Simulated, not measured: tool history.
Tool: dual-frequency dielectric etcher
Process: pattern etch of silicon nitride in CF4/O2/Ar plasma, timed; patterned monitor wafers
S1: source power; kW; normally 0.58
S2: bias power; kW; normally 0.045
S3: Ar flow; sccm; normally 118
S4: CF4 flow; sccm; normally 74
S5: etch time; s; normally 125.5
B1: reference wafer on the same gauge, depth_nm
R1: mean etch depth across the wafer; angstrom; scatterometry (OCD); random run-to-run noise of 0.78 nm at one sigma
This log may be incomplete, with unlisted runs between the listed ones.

run,day,S1,S2,S3,S4,S5,B1,R1
1,0,0.58,0.045,118,61,125.5,243.9,2296
2,3.846,0.58,0.045,118,61,125.5,243.9,2294
3,7.767,0.58,0.045,118,61,125.5,244.2,2291
4,11.171,0.58,0.045,118,74,125.5,243.9,2417
# day 12.988: wet clean of the chamber
5,13.342,0.58,0.045,118,74,125.5,244,2418
6,15.546,0.58,0.045,118,74,125.5,244.2,2426
7,17.4,0.58,0.045,118,74,125.5,244.3,2409
8,19.95,0.58,0.045,118,74,125.5,244.2,2410
# day 20.233: Ar flow controller replaced
9,21.612,0.53,0.04,118,74,125.5,243.7,2056
# day 25.096: bias power generator calibrated
# day 26.038: upper electrode replaced, of another model than before
# day 27.404: wet clean of the chamber
# day 27.988: source power generator calibrated
10,28.642,0.58,0.045,118,74,125.5,244.1,2354
11,32.225,0.58,0.05,118,86,125.5,244.1,2535
12,36.267,0.53,0.045,118,74,125.5,243.8,2058
13,40.529,0.5,0.038,118,66,105.5,243.9,1415
# day 41.504: CF4 flow controller replaced
# day 42.546: wet clean of the chamber
# day 42.608: gauge calibrated
14,45.025,0.58,0.045,118,74,125.5,244.2,2366
15,50.217,0.58,0.045,118,74,125.5,243.9,2374
# day 57.067: wet clean of the chamber
16,60.662,0.49,0.045,118,57,94,244.4,1273

Consider 3 possible next runs. They are alternatives, not a sequence: every one starts from the tool as it was left by run 16. What does each give?
A,60.683,0.58,0.045,118,74,125.5,?,?
B,60.683,0.69,0.045,118,74,125.5,?,?
C,60.683,0.58,0.039,148,74,125.5,?,?

run,B1,R1
A,244,2367
B,244,3024
C,244,2150
With the hidden condition removed and each run's random variation left untouched, the same runs would have given:
run,R1
A,2342
B,2993
C,2128

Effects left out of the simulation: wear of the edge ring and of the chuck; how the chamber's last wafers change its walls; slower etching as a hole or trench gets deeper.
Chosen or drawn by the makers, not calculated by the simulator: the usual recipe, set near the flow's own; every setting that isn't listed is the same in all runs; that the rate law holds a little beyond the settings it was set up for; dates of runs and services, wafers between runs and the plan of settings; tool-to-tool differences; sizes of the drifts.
